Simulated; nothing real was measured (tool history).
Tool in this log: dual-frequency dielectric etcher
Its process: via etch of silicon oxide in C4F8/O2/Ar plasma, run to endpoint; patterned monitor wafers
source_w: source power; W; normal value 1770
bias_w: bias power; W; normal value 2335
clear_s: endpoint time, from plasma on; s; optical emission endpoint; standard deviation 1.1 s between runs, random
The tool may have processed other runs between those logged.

run	day	source_w	bias_w	wafers since the last listed run	hours since the last wet clean	hours since the last source power generator calibration	hours since the last bias power generator calibration	hours since the last upper electrode change	incoming incoming film thickness, nm	clear_s
1	0.000	1890	2556	0	163.4	444.2	530.6	3590.0	1221.1	206.9
2	9.171	1770	2006	1214	383.5	664.3	750.7	3810.1	1214.9	228.4
3	13.542	1770	2335	578	488.4	769.2	855.6	3915.0	1226.7	219.7
# day 18.412: wet clean of the chamber
4	18.433	1770	2335	515	0.5	886.6	973.0	4032.4	1227.9	220.0
5	21.779	1770	2335	442	80.8	966.9	1053.3	4112.7	1220.0	217.4
6	29.800	1770	2335	1061	273.3	1159.4	1245.8	4305.2	1227.9	220.5
7	32.688	1770	2335	382	342.6	1228.7	1315.1	4374.5	1229.4	221.7
8	36.171	1770	2335	461	426.2	1312.3	1398.7	4458.1	1225.7	219.2
# day 38.075: upper electrode replaced
9	38.825	1770	2335	218	489.9	1376.0	1462.4	18.0	1222.2	217.9
10	44.612	1770	2160	766	628.8	1514.9	1601.3	156.9	1223.0	225.4
# day 45.996: wet clean of the chamber
11	48.858	1770	2160	429	68.7	1616.8	1703.2	258.8	1219.5	222.6
12	52.946	1770	2160	541	166.8	1714.9	1801.3	356.9	1232.4	225.4
13	55.929	2030	2648	394	238.4	1786.5	1872.9	428.5	1230.9	203.6
14	58.896	2030	2648	392	309.6	1857.7	1944.1	499.7	1210.4	198.1
# day 60.125: bias power generator calibrated
15	60.450	2040	1867	183	346.9	1895.0	7.8	537.0	1230.8	221.9
16	62.683	2100	1933	295	400.5	1948.6	61.4	590.6	1228.6	215.8
# day 65.196: source power generator calibrated
17	66.962	2100	1917	544	503.2	42.4	164.1	693.3	1233.5	217.1
18	70.642	1420	1954	487	591.5	130.7	252.4	781.6	1231.9	251.5
# day 74.100: wet clean of the chamber
19	74.208	2100	1933	339	2.6	216.3	338.0	867.2	1222.6	219.5
20	77.262	2170	2815	404	75.9	289.6	411.3	940.5	1230.1	192.3
21	79.492	1480	2638	295	129.4	343.1	464.8	994.0	1233.6	228.9
22	83.383	1770	2335	515	222.8	436.5	558.2	1087.4	1241.8	222.9
23	86.617	1460	1820	428	300.4	514.1	635.8	1165.0	1240.5	256.0
24	90.008	1770	2335	449	381.8	595.5	717.2	1246.4	1219.8	217.9
25	93.154	2160	2660	416	457.3	671.0	792.7	1321.9	1231.1	196.9
26	96.162	1450	2891	398	529.5	743.2	864.9	1394.1	1228.0	222.1
# day 97.792: wet clean of the chamber
27	109.179	1650	2335	1590	273.3	1055.6	1177.3	1706.5	1228.6	225.5
28	113.050	1910	2725	512	366.2	1148.5	1270.2	1799.4	1236.0	206.1

What if the next run were any one of these 5? Each begins from the tool's condition after run 28:
A	113.071	2020	2335	2	366.7	1149.0	1270.7	1799.9	1234.3	?
B	113.071	2180	2335	2	366.7	1149.0	1270.7	1799.9	1234.3	?
C	113.071	2050	2587	2	366.7	1149.0	1270.7	1799.9	1234.3	?
D	113.071	2180	2178	2	366.7	1149.0	1270.7	1799.9	1234.3	?
E	113.071	1770	2744	2	366.7	1149.0	1270.7	1799.9	1234.3	?

run	clear_s
A	210.1
B	204.1
C	202.6
D	208.3
E	210.3
Had the tool no hidden state, the same runs would have come out as:
run	clear_s
A	210.1
B	204.1
C	202.6
D	208.3
E	210.3
